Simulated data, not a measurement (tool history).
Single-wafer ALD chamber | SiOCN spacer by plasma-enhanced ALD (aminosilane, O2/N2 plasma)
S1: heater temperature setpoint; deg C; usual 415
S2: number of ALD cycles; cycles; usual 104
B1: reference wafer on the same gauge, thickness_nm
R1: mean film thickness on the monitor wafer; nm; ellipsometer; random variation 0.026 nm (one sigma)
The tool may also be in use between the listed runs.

run 1 hour=0.0 | S1=415 S2=104 | B1=6.008 | R1=6.129
run 2 hour=93.0 | S1=415 S2=104 | B1=6.003 | R1=6.078
run 3 hour=195.1 | S1=415 S2=104 | B1=6.016 | R1=6.072
run 4 hour=303.0 | S1=427 S2=115 | B1=6.007 | R1=6.442
run 5 hour=363.6 | S1=427 S2=115 | B1=6.010 | R1=6.494
run 6 hour=425.2 | S1=422 S2=104 | B1=6.008 | R1=5.998
run 7 hour=485.1 | S1=422 S2=104 | B1=6.008 | R1=6.044
run 8 hour=530.5 | S1=422 S2=104 | B1=6.014 | R1=6.026
run 9 hour=582.5 | S1=415 S2=104 | B1=6.009 | R1=6.163
run 10 hour=679.8 | S1=415 S2=104 | B1=6.006 | R1=6.233
run 11 hour=779.8 | S1=408 S2=96 | B1=6.001 | R1=5.895
-- hour=812.3 thermocouple changed; heater temperature recalibrated
run 12 hour=874.9 | S1=408 S2=96 | B1=6.010 | R1=5.713
run 13 hour=958.6 | S1=408 S2=96 | B1=6.012 | R1=5.745
run 14 hour=1050.6 | S1=415 S2=104 | B1=6.015 | R1=6.094
run 15 hour=1137.9 | S1=415 S2=104 | B1=6.004 | R1=6.072
run 16 hour=1243.5 | S1=408 S2=104 | B1=6.017 | R1=6.193
run 17 hour=1346.0 | S1=408 S2=104 | B1=6.007 | R1=6.203
run 18 hour=1633.3 | S1=415 S2=115 | B1=6.001 | R1=6.807
run 19 hour=1718.0 | S1=415 S2=115 | B1=6.009 | R1=6.782
-- hour=1735.7 thermocouple changed; heater temperature recalibrated
run 20 hour=1783.9 | S1=415 S2=115 | B1=6.011 | R1=6.723
run 21 hour=2054.1 | S1=415 S2=118 | B1=6.011 | R1=6.840
run 22 hour=2107.2 | S1=405 S2=104 | B1=6.015 | R1=6.316
run 23 hour=2206.2 | S1=409 S2=91 | B1=6.008 | R1=5.450
run 24 hour=2291.8 | S1=410 S2=110 | B1=6.015 | R1=6.573
-- hour=2325.9 gauge calibrated
run 25 hour=2350.6 | S1=403 S2=116 | B1=6.010 | R1=7.081
run 26 hour=2442.7 | S1=415 S2=104 | B1=6.008 | R1=6.150
run 27 hour=2507.5 | S1=415 S2=112 | B1=6.012 | R1=6.649
run 28 hour=2593.6 | S1=409 S2=89 | B1=6.008 | R1=5.421
run 29 hour=2644.2 | S1=404 S2=96 | B1=6.017 | R1=5.867
run 30 hour=2706.1 | S1=415 S2=104 | B1=6.003 | R1=6.195
-- hour=2729.8 thermocouple changed; heater temperature recalibrated
run 31 hour=2767.5 | S1=415 S2=86 | B1=6.005 | R1=5.047
run 32 hour=2808.0 | S1=427 S2=104 | B1=6.008 | R1=5.800
run 33 hour=2885.7 | S1=415 S2=104 | B1=6.020 | R1=6.097
run 34 hour=2965.9 | S1=423 S2=89 | B1=6.006 | R1=5.056
run 35 hour=3070.6 | S1=409 S2=116 | B1=6.008 | R1=6.943
run 36 hour=3150.0 | S1=420 S2=86 | B1=6.002 | R1=5.004
run 37 hour=3218.0 | S1=408 S2=96 | B1=5.998 | R1=5.811
run 38 hour=3335.6 | S1=422 S2=117 | B1=6.008 | R1=6.758
run 39 hour=3401.6 | S1=423 S2=104 | B1=6.017 | R1=5.969
run 40 hour=3469.3 | S1=415 S2=88 | B1=6.008 | R1=5.209
run 41 hour=3527.9 | S1=415 S2=104 | B1=6.005 | R1=6.153
run 42 hour=3565.0 | S1=415 S2=104 | B1=6.016 | R1=6.223
run 43 hour=3634.6 | S1=420 S2=104 | B1=6.006 | R1=6.100
run 44 hour=3685.0 | S1=415 S2=119 | B1=6.005 | R1=7.107
-- hour=3705.4 thermocouple changed; heater temperature recalibrated
run 45 hour=3737.9 | S1=415 S2=121 | B1=6.007 | R1=7.023
run 46 hour=3802.2 | S1=415 S2=104 | B1=6.014 | R1=6.081

Forecast each of these 3 alternatives for the next run:
run A hour=3802.8 | S1=415 S2=104 | B1=? | R1=?
run B hour=3802.8 | S1=425 S2=116 | B1=? | R1=?
run C hour=3802.8 | S1=415 S2=92 | B1=? | R1=?

run=A B1=6.011 R1=6.091
run=B B1=6.011 R1=6.550
run=C B1=6.011 R1=5.388
Without the tool's hidden state the same runs would have given:
run=A R1=6.111
run=B R1=6.572
run=C R1=5.406
